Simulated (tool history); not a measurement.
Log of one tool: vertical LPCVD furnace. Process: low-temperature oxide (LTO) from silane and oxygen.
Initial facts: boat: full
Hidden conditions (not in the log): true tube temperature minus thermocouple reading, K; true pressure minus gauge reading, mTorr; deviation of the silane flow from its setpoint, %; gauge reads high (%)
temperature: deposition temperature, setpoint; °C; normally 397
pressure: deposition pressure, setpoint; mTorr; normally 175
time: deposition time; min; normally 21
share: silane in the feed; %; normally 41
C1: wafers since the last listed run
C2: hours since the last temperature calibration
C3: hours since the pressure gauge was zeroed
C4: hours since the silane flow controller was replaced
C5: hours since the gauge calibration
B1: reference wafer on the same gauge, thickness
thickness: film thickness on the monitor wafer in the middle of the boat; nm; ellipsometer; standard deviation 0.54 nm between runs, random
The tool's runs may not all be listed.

Run 1, hour 0: usual settings; C1 0; C2 4828.2; C3 4084; C4 5208.1; C5 532.2; B1 164.98. Result: thickness 166.58 nm.
Run 2, hour 57: usual settings; C1 665; C2 4885.2; C3 4141; C4 5265.1; C5 589.2; B1 164.98. Result: thickness 165.85 nm.
Run 3, hour 121.9: usual settings but pressure 190 mTorr; C1 757; C2 4950.1; C3 4205.9; C4 5330; C5 654.1; B1 165.04. Result: thickness 180.11 nm.
Run 4, hour 180.4: usual settings but pressure 190 mTorr; C1 682; C2 5008.6; C3 4264.4; C4 5388.5; C5 712.6; B1 164.99. Result: thickness 180.63 nm.
Run 5, hour 220.7: usual settings but pressure 190 mTorr; C1 470; C2 5048.9; C3 4304.7; C4 5428.8; C5 752.9; B1 164.9. Result: thickness 180.04 nm.
Run 6, hour 287.9: usual settings but pressure 160 mTorr, time 27 min; C1 784; C2 5116.1; C3 4371.9; C4 5496; C5 820.1; B1 164.93. Result: thickness 195.8 nm.
Run 7, hour 362.6: usual settings but pressure 160 mTorr, time 27 min; C1 871; C2 5190.8; C3 4446.6; C4 5570.7; C5 894.8; B1 165.02. Result: thickness 196.61 nm.
At hour 437.8: pressure gauge zeroed.
Run 8, hour 461.8: usual settings but pressure 160 mTorr, time 27 min; C1 877; C2 5290; C3 24; C4 5669.9; C5 994; B1 164.8. Result: thickness 188.67 nm.
Run 9, hour 526.1: usual settings; C1 750; C2 5354.3; C3 88.3; C4 5734.2; C5 1058.3; B1 164.83. Result: thickness 159.73 nm.
Run 10, hour 623.3: usual settings but pressure 135 mTorr; C1 1134; C2 5451.5; C3 185.5; C4 5831.4; C5 1155.5; B1 164.82. Result: thickness 124.18 nm.
At hour 641.8: gauge calibrated.
Run 11, hour 681.8: usual settings; C1 682; C2 5510; C3 244; C4 5889.9; C5 40; B1 164.81. Result: thickness 161.09 nm.
At hour 735.7: thermocouples replaced and temperature profile calibrated.
Run 12, hour 772.8: usual settings but pressure 130 mTorr, share 44 %; C1 781; C2 37.1; C3 335; C4 5980.9; C5 131; B1 165.16. Result: thickness 130.38 nm.
Run 13, hour 880.8: usual settings but temperature 406 °C, pressure 215 mTorr; C1 1260; C2 145.1; C3 443; C4 6088.9; C5 239; B1 165.04. Result: thickness 219 nm.
Run 14, hour 981.6: usual settings; C1 1176; C2 245.9; C3 543.8; C4 6189.7; C5 339.8; B1 165.01. Result: thickness 161.95 nm.
Run 15, hour 1044.1: usual settings but share 48 %; C1 729; C2 308.4; C3 606.3; C4 6252.2; C5 402.3; B1 165.15. Result: thickness 191.46 nm.
At hour 1110.5: silane flow controller replaced.
Run 16, hour 1111: usual settings but pressure 205 mTorr; C1 500; C2 375.3; C3 673.2; C4 0.5; C5 469.2; B1 164.9. Result: thickness 189.28 nm.
Run 17, hour 1188.7: usual settings but temperature 406 °C, pressure 215 mTorr; C1 906; C2 453; C3 750.9; C4 78.2; C5 546.9; B1 164.94. Result: thickness 220.46 nm.
Run 18, hour 1407: usual settings but temperature 407 °C, pressure 190 mTorr, time 28.5 min, share 47 %; C1 2547; C2 671.3; C3 969.2; C4 296.5; C5 765.2; B1 165.02. Result: thickness 306.53 nm.

Hidden condition of the tool, last listed run before each entry between runs versus first listed run after:
Runs 7 to 8: pressure gauge zeroed (hour 437.8)
  true pressure minus gauge reading, mTorr: 8.68 -> 1.97
  difference, measured minus the result without the unlogged condition, thickness: +10.11 -> +2.3 nm
Runs 10 to 11: gauge calibrated (hour 641.8)
  true pressure minus gauge reading, mTorr: 2.32 -> 2.45
  difference, measured minus the result without the unlogged condition, thickness: +2.1 -> +2.22 nm
Runs 11 to 12: thermocouples replaced and temperature profile calibrated (hour 735.7)
  true pressure minus gauge reading, mTorr: 2.45 -> 2.65
  difference, measured minus the result without the unlogged condition, thickness: +2.22 -> +2.6 nm
Runs 15 to 16: silane flow controller replaced (hour 1110.5)
  true pressure minus gauge reading, mTorr: 3.23 -> 3.38
  difference, measured minus the result without the unlogged condition, thickness: +3.47 -> +3.07 nm
